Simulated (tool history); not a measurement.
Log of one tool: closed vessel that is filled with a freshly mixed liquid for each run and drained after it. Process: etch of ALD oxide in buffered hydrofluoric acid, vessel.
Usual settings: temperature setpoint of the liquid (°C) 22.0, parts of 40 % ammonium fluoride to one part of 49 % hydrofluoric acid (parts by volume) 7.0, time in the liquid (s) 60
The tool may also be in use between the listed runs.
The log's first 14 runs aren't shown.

run   hour  temperature setpoint of the liquid (°C)  parts of 40 % ammonium fluoride to one part of 49 % hydrofluoric acid (parts by volume)  time in the liquid (s)  read-back film thickness of the ALD oxide reference wafer, read on the same gauge (nm)  thickness taken off the ALD oxide on a monitor wafer (Å)
 15  184.6                                     22.0                                                                                      7.0                      60                                                                                   89.99                                                    1022.4
 16  201.7                                     22.0                                                                                      7.0                      60                                                                                   89.99                                                    1024.0
 17  213.1                                     22.0                                                                                      7.0                      60                                                                                   90.00                                                    1020.8
 18  219.3                                     22.0                                                                                      7.0                      60                                                                                   90.00                                                    1020.5
 19  229.9                                     22.0                                                                                      7.0                      60                                                                                   90.00                                                    1028.3
 20  245.9                                     22.0                                                                                      7.0                      60                                                                                   89.96                                                    1016.5
 21  252.9                                     22.0                                                                                      7.0                      30                                                                                   90.01                                                     509.8
     259.8  -- thermometer replaced
     280.6  -- gauge calibrated
 22  298.6                                     22.0                                                                                      7.0                      95                                                                                   89.99                                                    1640.9
 23  308.0                                     22.0                                                                                      7.0                      60                                                                                   89.98                                                    1030.2
 24  319.0                                     22.0                                                                                      7.0                      40                                                                                   90.00                                                     690.5
     325.9  -- hydrofluoric acid flow meter replaced
 25  337.9                                     19.5                                                                                      8.0                      60                                                                                   90.03                                                     702.1
 26  346.2                                     22.0                                                                                      9.5                      60                                                                                   89.97                                                     695.2
 27  359.9                                     18.0                                                                                      5.0                      45                                                                                   90.01                                                     756.3
 28  373.3                                     22.0                                                                                      7.0                      60                                                                                   89.99                                                     942.5
 29  386.2                                     24.5                                                                                      5.0                      45                                                                                   90.01                                                    1085.9
 30  403.6                                     20.0                                                                                      5.0                      85                                                                                   90.05                                                    1608.5
 31  411.9                                     19.5                                                                                      5.0                      30                                                                                   90.02                                                     547.6
 32  422.8                                     22.0                                                                                      8.0                      60                                                                                   90.01                                                     820.8
 33  434.7                                     18.0                                                                                      5.0                      45                                                                                   89.98                                                     760.0

Forecast each of these 3 alternatives for the next run:
  A  435.4                                     22.0                                                                                      5.5                      60                                                                                       ?                                                         ?
  B  435.4                                     19.5                                                                                      9.0                      30                                                                                       ?                                                         ?
  C  435.4                                     18.5                                                                                      5.0                      85                                                                                       ?                                                         ?

run  read-back film thickness of the ALD oxide reference wafer, read on the same gauge (nm)  thickness taken off the ALD oxide on a monitor wafer (Å)
  A                                                                                   90.01                                                    1166.1
  B                                                                                   90.01                                                     315.8
  C                                                                                   90.01                                                    1476.7
Without the tool's hidden state the same runs would have given:
run  thickness taken off the ALD oxide on a monitor wafer (Å)
  A                                                    1143.7
  B                                                     308.0
  C                                                    1444.9
